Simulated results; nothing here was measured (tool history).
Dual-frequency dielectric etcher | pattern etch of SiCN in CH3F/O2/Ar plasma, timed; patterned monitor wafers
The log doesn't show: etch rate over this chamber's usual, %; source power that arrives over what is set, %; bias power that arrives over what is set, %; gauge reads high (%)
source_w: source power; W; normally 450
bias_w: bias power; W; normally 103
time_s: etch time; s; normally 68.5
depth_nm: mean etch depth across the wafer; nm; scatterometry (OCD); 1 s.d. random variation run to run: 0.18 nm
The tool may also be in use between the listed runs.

run    hour  source_w  bias_w  time_s  wafers since the last listed run  hours since the last wet clean  hours since the last source power generator calibration  hours since the last bias power generator calibration  hours since the last upper electrode change  hours since the gauge calibration  read-back reference wafer on the same gauge, depth_nm  depth_nm
  1     0.0       450     103    68.5                                 0                           304.7                                                   3511.1                                                 2213.3                                       2585.9                             1226.4                                                  25.37     29.75
  2    42.0       450     103    68.5                               354                           346.7                                                   3553.1                                                 2255.3                                       2627.9                             1268.4                                                  25.43     29.76
       80.8  -- gauge calibrated
      165.2  -- wet clean of the chamber
  3   165.7       450     103    68.5                               840                             0.5                                                   3676.8                                                 2379.0                                       2751.6                               84.9                                                  25.37     31.62
  4   215.9       450     103    68.5                               423                            50.7                                                   3727.0                                                 2429.2                                       2801.8                              135.1                                                  25.40     31.68
  5   279.6       450     103    68.5                               537                           114.4                                                   3790.7                                                 2492.9                                       2865.5                              198.8                                                  25.42     31.42
  6   321.4       450     103    68.5                               352                           156.2                                                   3832.5                                                 2534.7                                       2907.3                              240.6                                                  25.40     31.47
  7   426.4       450     103    68.5                               885                           261.2                                                   3937.5                                                 2639.7                                       3012.3                              345.6                                                  25.36     31.48
  8   473.3       450     110    68.5                               395                           308.1                                                   3984.4                                                 2686.6                                       3059.2                              392.5                                                  25.32     31.96
      516.7  -- wet clean of the chamber, repeated, since the last time left the tool worse
  9   539.6       450     110    68.5                               356                            22.9                                                   4050.7                                                 2752.9                                       3125.5                              458.8                                                  25.45     31.28
 10   627.8       420     103    68.5                               743                           111.1                                                   4138.9                                                 2841.1                                       3213.7                              547.0                                                  25.41     29.67
 11   730.6       420     103    68.5                               866                           213.9                                                   4241.7                                                 2943.9                                       3316.5                              649.8                                                  25.36     29.22
 12   767.2       450     103    68.5                               308                           250.5                                                   4278.3                                                 2980.5                                       3353.1                              686.4                                                  25.40     30.19
 13   836.8       450     103    68.5                               586                           320.1                                                   4347.9                                                 3050.1                                       3422.7                              756.0                                                  25.41     29.98
 14   921.9       560      81    79.5                               717                           405.2                                                   4433.0                                                 3135.2                                       3507.8                              841.1                                                  25.36     32.78
 15   983.7       450     103    68.5                               521                           467.0                                                   4494.8                                                 3197.0                                       3569.6                              902.9                                                  25.44     29.66
      998.8  -- source power generator calibrated
     1062.3  -- wet clean of the chamber
 16  1062.8       360     103    68.5                               430                             0.5                                                     64.0                                                 3276.1                                       3648.7                              982.0                                                  25.36     28.14
 17  1126.9       450     103    68.5                               540                            64.6                                                    128.1                                                 3340.2                                       3712.8                             1046.1                                                  25.38     30.55
 18  1166.9       450     103    68.5                               337                           104.6                                                    168.1                                                 3380.2                                       3752.8                             1086.1                                                  25.39     30.49
 19  1230.2       450     103    68.5                               533                           167.9                                                    231.4                                                 3443.5                                       3816.1                             1149.4                                                  25.39     30.28
     1238.1  -- bias power generator calibrated
 20  1304.4       520      78    50.0                               591                           242.1                                                    305.6                                                   66.3                                       3890.3                             1223.6                                                  25.39     20.11
     1330.3  -- upper electrode replaced
     1360.0  -- gauge calibrated
 21  1372.3       450     103    68.5                               370                           310.0                                                    373.5                                                  134.2                                         42.0                               12.3                                                  25.41     29.96
 22  1468.7       450      93    68.5                               812                           406.4                                                    469.9                                                  230.6                                        138.4                              108.7                                                  25.44     28.11
     1501.6  -- wet clean of the chamber
 23  1534.9       540     103    68.5                               355                            33.3                                                    536.1                                                  296.8                                        204.6                              174.9                                                  25.37     32.39
 24  1583.7       380     103    56.0                               411                            82.1                                                    584.9                                                  345.6                                        253.4                              223.7                                                  25.29     23.37
 25  1650.0       450     119    82.5                               559                           148.4                                                    651.2                                                  411.9                                        319.7                              290.0                                                  25.33     39.08
 26  1697.0       370     117    49.0                               396                           195.4                                                    698.2                                                  458.9                                        366.7                              337.0                                                  25.33     21.78
 27  1747.8       450     103    68.5                               428                           246.2                                                    749.0                                                  509.7                                        417.5                              387.8                                                  25.44     30.19
 28  1808.8       490     103    53.0                               514                           307.2                                                    810.0                                                  570.7                                        478.5                              448.8                                                  25.39     23.74

5 options for the next run, each taken on its own from the tool as it stands now. Forecast them:
  A  1809.2       450     103    68.5                                 3                           307.6                                                    810.4                                                  571.1                                        478.9                              449.2                                                      ?         ?
  B  1809.2       420     124    62.0                                 3                           307.6                                                    810.4                                                  571.1                                        478.9                              449.2                                                      ?         ?
  C  1809.2       480     103    68.5                                 3                           307.6                                                    810.4                                                  571.1                                        478.9                              449.2                                                      ?         ?
  D  1809.2       350     103    68.5                                 3                           307.6                                                    810.4                                                  571.1                                        478.9                              449.2                                                      ?         ?
  E  1809.2       450     113    68.5                                 3                           307.6                                                    810.4                                                  571.1                                        478.9                              449.2                                                      ?         ?

run  read-back reference wafer on the same gauge, depth_nm  depth_nm
  A                                                  25.36     29.58
  B                                                  25.36     28.61
  C                                                  25.36     30.18
  D                                                  25.36     27.38
  E                                                  25.36     30.90
Had the tool no hidden state, the same runs would have come out as:
run  depth_nm
  A     29.98
  B     29.00
  C     30.60
  D     27.75
  E     31.33
